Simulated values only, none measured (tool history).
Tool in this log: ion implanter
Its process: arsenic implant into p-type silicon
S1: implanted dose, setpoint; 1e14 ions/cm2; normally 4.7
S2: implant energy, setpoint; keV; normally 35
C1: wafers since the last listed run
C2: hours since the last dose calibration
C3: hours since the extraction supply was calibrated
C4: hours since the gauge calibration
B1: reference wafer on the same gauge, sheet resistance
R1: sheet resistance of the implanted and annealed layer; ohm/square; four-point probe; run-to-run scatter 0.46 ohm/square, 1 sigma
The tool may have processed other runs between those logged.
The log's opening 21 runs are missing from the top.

{"day": 9.817, "done": "extraction supply calibrated"}
{"run": 22, "day": 9.938, "S1": 5.88, "S2": 39.5, "C1": 104, "C2": 16.9, "C3": 2.9, "C4": 189.2, "B1": 176.11, "R1": 170.12}
{"run": 23, "day": 10.425, "S1": 6.02, "S2": 25.5, "C1": 145, "C2": 28.6, "C3": 14.6, "C4": 200.9, "B1": 176.09, "R1": 180.17}
{"run": 24, "day": 11.096, "S1": 3.62, "S2": 40, "C1": 199, "C2": 44.7, "C3": 30.7, "C4": 217, "B1": 175.99, "R1": 246.86}
{"run": 25, "day": 11.538, "S1": 5.19, "S2": 35, "C1": 131, "C2": 55.3, "C3": 41.3, "C4": 227.6, "B1": 176.03, "R1": 190.06}
{"run": 26, "day": 11.858, "S1": 5.41, "S2": 38.5, "C1": 95, "C2": 63, "C3": 49, "C4": 235.3, "B1": 176.12, "R1": 182.23}
{"day": 12.121, "done": "gauge calibrated"}
{"run": 27, "day": 12.333, "S1": 5.2, "S2": 25.5, "C1": 141, "C2": 74.4, "C3": 60.4, "C4": 5.1, "B1": 175.97, "R1": 199.9}
{"run": 28, "day": 12.967, "S1": 3.51, "S2": 39.5, "C1": 188, "C2": 89.6, "C3": 75.6, "C4": 20.3, "B1": 175.97, "R1": 252.52}
{"run": 29, "day": 14.192, "S1": 5.24, "S2": 23.5, "C1": 364, "C2": 119, "C3": 105, "C4": 49.7, "B1": 175.96, "R1": 202.03}
{"run": 30, "day": 14.538, "S1": 5.23, "S2": 26, "C1": 103, "C2": 127.3, "C3": 113.3, "C4": 58, "B1": 176.06, "R1": 199.22}
{"run": 31, "day": 15.192, "S1": 4.7, "S2": 35, "C1": 194, "C2": 143, "C3": 129, "C4": 73.7, "B1": 176.2, "R1": 206.12}

Consider 3 possible next runs. They are alternatives, not a sequence: every one starts from the tool as it was left by run 31. What does each give?
{"run": "A", "day": 15.208, "S1": 4.7, "S2": 35, "C1": 4, "C2": 143.4, "C3": 129.4, "C4": 74.1, "B1": "?", "R1": "?"}
{"run": "B", "day": 15.208, "S1": 4.7, "S2": 46, "C1": 4, "C2": 143.4, "C3": 129.4, "C4": 74.1, "B1": "?", "R1": "?"}
{"run": "C", "day": 15.208, "S1": 3.68, "S2": 40, "C1": 4, "C2": 143.4, "C3": 129.4, "C4": 74.1, "B1": "?", "R1": "?"}

run=A B1=176 R1=205.16
run=B B1=176 R1=197.06
run=C B1=176 R1=242.14
Take away the tool's hidden state, keep each run's random variation, and the runs would have read:
run=A R1=204.73
run=B R1=196.65
run=C R1=241.64
